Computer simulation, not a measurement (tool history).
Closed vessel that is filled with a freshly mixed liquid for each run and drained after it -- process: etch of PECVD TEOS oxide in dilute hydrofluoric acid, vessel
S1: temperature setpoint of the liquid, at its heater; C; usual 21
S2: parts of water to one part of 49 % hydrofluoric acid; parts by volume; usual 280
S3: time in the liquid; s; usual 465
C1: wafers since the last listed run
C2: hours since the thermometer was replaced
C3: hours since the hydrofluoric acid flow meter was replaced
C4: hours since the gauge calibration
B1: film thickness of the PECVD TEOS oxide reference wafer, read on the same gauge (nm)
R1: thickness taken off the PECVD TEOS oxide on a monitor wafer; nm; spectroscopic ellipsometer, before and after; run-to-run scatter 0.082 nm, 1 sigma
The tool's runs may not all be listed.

run 1 hour=0 | S1=18 S2=280 S3=465 | C1=0 C2=1275.5 C3=1862.2 C4=356.4 | B1=110 | R1=15.64
run 2 hour=25.9 | S1=21 S2=280 S3=465 | C1=2608 C2=1301.4 C3=1888.1 C4=382.3 | B1=110.01 | R1=17.63
run 3 hour=42.6 | S1=21 S2=280 S3=465 | C1=1682 C2=1318.1 C3=1904.8 C4=399 | B1=109.98 | R1=17.66
run 4 hour=56.7 | S1=21 S2=280 S3=465 | C1=1420 C2=1332.2 C3=1918.9 C4=413.1 | B1=109.99 | R1=17.6
run 5 hour=69.5 | S1=22.5 S2=280 S3=465 | C1=1289 C2=1345 C3=1931.7 C4=425.9 | B1=110 | R1=18.3
run 6 hour=94 | S1=22.5 S2=280 S3=465 | C1=2467 C2=1369.5 C3=1956.2 C4=450.4 | B1=110 | R1=18.61
run 7 hour=124.5 | S1=22.5 S2=280 S3=465 | C1=3072 C2=1400 C3=1986.7 C4=480.9 | B1=110 | R1=18.59
run 8 hour=156 | S1=21 S2=280 S3=465 | C1=3172 C2=1431.5 C3=2018.2 C4=512.4 | B1=109.99 | R1=17.64
run 9 hour=191.2 | S1=21 S2=280 S3=465 | C1=3545 C2=1466.7 C3=2053.4 C4=547.6 | B1=110.02 | R1=17.5
-- hour=204.1 gauge calibrated
run 10 hour=225.8 | S1=21 S2=280 S3=465 | C1=3484 C2=1501.3 C3=2088 C4=21.7 | B1=110 | R1=17.7
run 11 hour=249 | S1=21 S2=280 S3=465 | C1=2336 C2=1524.5 C3=2111.2 C4=44.9 | B1=110.01 | R1=17.68
run 12 hour=270.1 | S1=21 S2=280 S3=465 | C1=2125 C2=1545.6 C3=2132.3 C4=66 | B1=110.02 | R1=17.78
run 13 hour=306.1 | S1=21 S2=165 S3=465 | C1=3625 C2=1581.6 C3=2168.3 C4=102 | B1=109.98 | R1=33.53
-- hour=310.7 thermometer replaced
run 14 hour=339.2 | S1=17 S2=405 S3=375 | C1=3233 C2=28.5 C3=2201.4 C4=135.1 | B1=110 | R1=7.67
run 15 hour=357.2 | S1=21 S2=280 S3=465 | C1=1812 C2=46.5 C3=2219.4 C4=153.1 | B1=110.02 | R1=17.79
run 16 hour=376.1 | S1=21 S2=280 S3=465 | C1=1903 C2=65.4 C3=2238.3 C4=172 | B1=110.01 | R1=17.82
run 17 hour=389 | S1=18 S2=280 S3=300 | C1=1299 C2=78.3 C3=2251.2 C4=184.9 | B1=109.99 | R1=10.26
run 18 hour=422.9 | S1=21 S2=415 S3=365 | C1=3414 C2=112.2 C3=2285.1 C4=218.8 | B1=109.99 | R1=8.44
run 19 hour=448.9 | S1=23 S2=280 S3=295 | C1=2618 C2=138.2 C3=2311.1 C4=244.8 | B1=109.99 | R1=12.25
run 20 hour=482.9 | S1=21 S2=280 S3=465 | C1=3424 C2=172.2 C3=2345.1 C4=278.8 | B1=110 | R1=17.77
run 21 hour=501.9 | S1=21 S2=280 S3=465 | C1=1913 C2=191.2 C3=2364.1 C4=297.8 | B1=110 | R1=17.94
run 22 hour=532.5 | S1=17 S2=195 S3=735 | C1=3082 C2=221.8 C3=2394.7 C4=328.4 | B1=110.03 | R1=37.4
-- hour=536.7 hydrofluoric acid flow meter replaced
run 23 hour=591.3 | S1=21 S2=280 S3=465 | C1=5821 C2=280.6 C3=54.6 C4=387.2 | B1=110.01 | R1=16.47
run 24 hour=609.4 | S1=26 S2=335 S3=550 | C1=1823 C2=298.7 C3=72.7 C4=405.3 | B1=109.99 | R1=18.25
run 25 hour=635.2 | S1=21 S2=280 S3=465 | C1=2598 C2=324.5 C3=98.5 C4=431.1 | B1=110 | R1=16.26
run 26 hour=669 | S1=24.5 S2=325 S3=685 | C1=3404 C2=358.3 C3=132.3 C4=464.9 | B1=110 | R1=22.8
run 27 hour=688.2 | S1=21 S2=280 S3=465 | C1=1933 C2=377.5 C3=151.5 C4=484.1 | B1=110 | R1=16.53
run 28 hour=705.2 | S1=23 S2=370 S3=680 | C1=1712 C2=394.5 C3=168.5 C4=501.1 | B1=110.02 | R1=18.05
run 29 hour=733.1 | S1=24.5 S2=280 S3=570 | C1=2810 C2=422.4 C3=196.4 C4=529 | B1=110.03 | R1=22.9
run 30 hour=756 | S1=17 S2=280 S3=190 | C1=2306 C2=445.3 C3=219.3 C4=551.9 | B1=110.01 | R1=5.8
-- hour=757.2 gauge calibrated
run 31 hour=788.8 | S1=21 S2=280 S3=465 | C1=3303 C2=478.1 C3=252.1 C4=31.6 | B1=110.01 | R1=16.54
run 32 hour=801.7 | S1=19.5 S2=245 S3=260 | C1=1299 C2=491 C3=265 C4=44.5 | B1=109.97 | R1=10.3

Hidden state at the last listed run before each entry between runs and at the first one after, where it differs:
Between runs 9 and 10: gauge calibrated (hour 204.1)
  hydrofluoric acid flow above the setpoint (%): 8.5 -> 8.63
  difference, measured minus the result without the unlogged condition, R1: +1.7 -> +1.74 nm
Between runs 13 and 14: thermometer replaced (hour 310.7)
  hydrofluoric acid flow above the setpoint (%): 8.93 -> 9.06
  difference, measured minus the result without the unlogged condition, R1: +3.19 -> +0.82 nm
Between runs 22 and 23: hydrofluoric acid flow meter replaced (hour 536.7)
  hydrofluoric acid flow above the setpoint (%): 9.78 -> 2.15
  difference, measured minus the result without the unlogged condition, R1: +3.88 -> +0.44 nm
Between runs 30 and 31: gauge calibrated (hour 757.2)
  hydrofluoric acid flow above the setpoint (%): 2.77 -> 2.89
  difference, measured minus the result without the unlogged condition, R1: +0.2 -> +0.59 nm

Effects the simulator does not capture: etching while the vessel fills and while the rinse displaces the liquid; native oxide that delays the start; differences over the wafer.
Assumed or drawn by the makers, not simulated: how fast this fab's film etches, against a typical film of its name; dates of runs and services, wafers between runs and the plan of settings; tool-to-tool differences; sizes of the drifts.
